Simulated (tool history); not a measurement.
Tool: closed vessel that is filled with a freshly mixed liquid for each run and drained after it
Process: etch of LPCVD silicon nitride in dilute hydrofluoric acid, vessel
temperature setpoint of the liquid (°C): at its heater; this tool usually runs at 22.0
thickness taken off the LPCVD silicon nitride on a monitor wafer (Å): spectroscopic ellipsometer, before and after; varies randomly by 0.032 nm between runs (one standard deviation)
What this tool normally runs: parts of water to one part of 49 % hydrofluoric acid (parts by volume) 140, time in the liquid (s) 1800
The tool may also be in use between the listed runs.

run,day,temperature setpoint of the liquid (°C),parts of water to one part of 49 % hydrofluoric acid (parts by volume),time in the liquid (s),wafers since the last listed run,hours since the thermometer was replaced,hours since the hydrofluoric acid flow meter was replaced,hours since the gauge calibration,"read-back film thickness of the LPCVD silicon nitride reference wafer, read on the same gauge (nm)",thickness taken off the LPCVD silicon nitride on a monitor wafer (Å)
1,0.000,22.0,140,1800,0,1245.6,451.6,395.1,29.98,67.2
# day 0.983: hydrofluoric acid flow meter replaced
2,1.833,22.0,140,1800,2025,1289.6,20.4,439.1,30.01,62.7
3,4.129,22.0,140,1800,2595,1344.7,75.5,494.2,30.01,63.6
4,5.821,22.0,140,1800,1912,1385.3,116.1,534.8,29.98,63.2
5,6.858,22.0,140,1800,1173,1410.2,141.0,559.7,29.99,63.9
6,7.875,22.0,140,1800,1149,1434.6,165.4,584.1,29.98,64.4
7,10.621,22.0,140,1800,3104,1500.5,231.3,650.0,30.02,65.3
8,12.650,22.0,140,2620,2294,1549.2,280.0,698.7,30.00,94.7
9,14.462,22.0,140,2620,2049,1592.7,323.5,742.2,30.00,96.4
10,17.250,23.5,190,1800,3151,1659.6,390.4,809.1,29.98,54.1
# day 18.008: thermometer replaced
11,18.717,22.0,140,1800,1611,17.0,425.6,844.3,29.98,66.7
# day 18.829: hydrofluoric acid flow meter replaced
12,20.117,22.0,140,2420,1535,50.6,30.9,877.9,29.99,84.6
# day 21.396: gauge calibrated
13,22.117,22.0,115,1800,2261,98.6,78.9,17.3,30.01,77.1
14,23.542,22.0,140,2805,1611,132.8,113.1,51.5,30.01,99.3
15,31.675,23.5,140,1800,9195,328.0,308.3,246.7,30.00,72.4
16,33.758,17.5,140,2630,2355,378.0,358.3,296.7,30.00,70.8
17,34.933,22.0,140,1800,1328,406.2,386.5,324.9,30.01,66.3
# day 35.396: hydrofluoric acid flow meter replaced
18,37.738,17.5,70,1800,3123,473.5,56.2,392.2,29.99,90.5
19,39.142,25.5,140,1800,1587,507.2,89.9,425.9,30.02,79.3
20,41.667,18.5,140,1090,2854,567.8,150.5,486.5,30.02,30.4
21,43.225,17.0,210,1800,1761,605.2,187.9,523.9,29.98,31.2
22,44.383,22.0,115,1175,1309,633.0,215.7,551.7,30.01,51.4
23,45.925,22.0,140,2620,1743,670.0,252.7,588.7,30.00,94.5
24,47.258,24.5,95,915,1507,702.0,284.7,620.7,30.01,57.3
25,48.388,23.5,140,2780,1276,729.1,311.8,647.8,30.00,111.5
26,49.958,22.0,140,1800,1776,766.8,349.5,685.5,30.00,66.4

Here are 3 independent what-if runs from the current tool condition. What would each one return?
A,50.008,22.0,140,1800,56,768.0,350.7,686.7,?,?
B,50.008,24.0,115,1480,56,768.0,350.7,686.7,?,?
C,50.008,26.5,80,1800,56,768.0,350.7,686.7,?,?

run,"read-back film thickness of the LPCVD silicon nitride reference wafer, read on the same gauge (nm)",thickness taken off the LPCVD silicon nitride on a monitor wafer (Å)
A,29.99,65.7
B,29.99,74.9
C,29.99,153.6
The same runs, with their run-to-run variation unchanged, on a tool lacking any hidden condition would have given:
run,thickness taken off the LPCVD silicon nitride on a monitor wafer (Å)
A,62.1
B,70.7
C,145.0
